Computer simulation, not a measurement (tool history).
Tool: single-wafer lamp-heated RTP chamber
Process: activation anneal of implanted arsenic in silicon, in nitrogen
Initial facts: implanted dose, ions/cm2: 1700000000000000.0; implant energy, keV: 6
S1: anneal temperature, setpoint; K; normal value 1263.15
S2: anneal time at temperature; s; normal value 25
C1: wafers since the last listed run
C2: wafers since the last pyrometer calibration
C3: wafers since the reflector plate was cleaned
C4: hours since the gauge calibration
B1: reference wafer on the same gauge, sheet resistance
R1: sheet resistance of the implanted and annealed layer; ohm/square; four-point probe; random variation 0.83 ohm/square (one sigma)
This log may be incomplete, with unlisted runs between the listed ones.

run	hour	S1	S2	C1	C2	C3	C4	B1	R1
1	0	1263.15	25	0	142	8535	216.7	164.9	138.69
2	22.8	1263.15	25	447	589	8982	239.5	165.33	139.27
3	41.6	1263.15	25	368	958	9351	258.3	164.93	139.01
# hour 63.9: gauge calibrated
4	77.7	1263.15	25	707	1666	10059	13.8	164.93	139.66
5	147.2	1263.15	25	1362	3029	11422	83.3	165	139.57
6	180.3	1263.15	25	649	3678	12071	116.4	164.49	136.96
7	197	1257.15	20	327	4005	12399	133.1	165.17	153.66
8	213.3	1257.15	20	319	4325	12718	149.4	164.67	152.82
# hour 226: pyrometer window cleaned and pyrometer calibrated
9	235.2	1263.15	25	272	179	12991	171.3	165.24	136.38
# hour 252.4: reflector plate cleaned
10	252.9	1263.15	25	190	369	10	189	165.25	147.65
11	267.4	1254.15	38	284	654	294	203.5	165.09	141.84
12	297.4	1263.15	25	588	1242	882	233.5	165.13	146.32
13	310.1	1238.15	14	249	1491	1131	246.2	165.02	201
14	330.5	1291.15	35	400	1891	1531	266.6	165.52	105.45
15	379.5	1253.15	39	960	2852	2492	315.6	164.92	138.83
# hour 394.8: gauge calibrated
16	402.1	1272.15	33	443	3295	2936	7.3	164.74	124.65
17	434.6	1263.15	25	637	3933	3573	39.8	165.35	144.76
# hour 493.5: pyrometer window cleaned and pyrometer calibrated
18	526.2	1255.15	25	1639	640	5212	131.4	164.99	152.6

Hidden state at the last listed run before each entry between runs and at the first one after, where it differs:
Runs 3 to 4: gauge calibrated (hour 63.9)
  wafer temperature error from the tarnished reflector plate, K: 7.09 -> 7.54
  measured minus no-state result, R1: -8.54 -> -9.14 ohm/square
Runs 8 to 9: pyrometer window cleaned and pyrometer calibrated (hour 226)
  wafer temperature error from the tarnished reflector plate, K: 9.23 -> 9.5
  measured minus no-state result, R1: -11.5 -> -11.38 ohm/square
Runs 9 to 10: reflector plate cleaned (hour 252.4)
  wafer temperature error from the tarnished reflector plate, K: 9.5 -> 0.0589
  measured minus no-state result, R1: -11.38 -> -0.07 ohm/square
Runs 15 to 16: gauge calibrated (hour 394.8)
  wafer temperature error from the tarnished reflector plate, K: 1.63 -> 1.92
  measured minus no-state result, R1: -1.95 -> -2.11 ohm/square
Runs 17 to 18: pyrometer window cleaned and pyrometer calibrated (hour 493.5)
  wafer temperature error from the tarnished reflector plate, K: 2.32 -> 3.46
  measured minus no-state result, R1: -2.83 -> -4.31 ohm/square
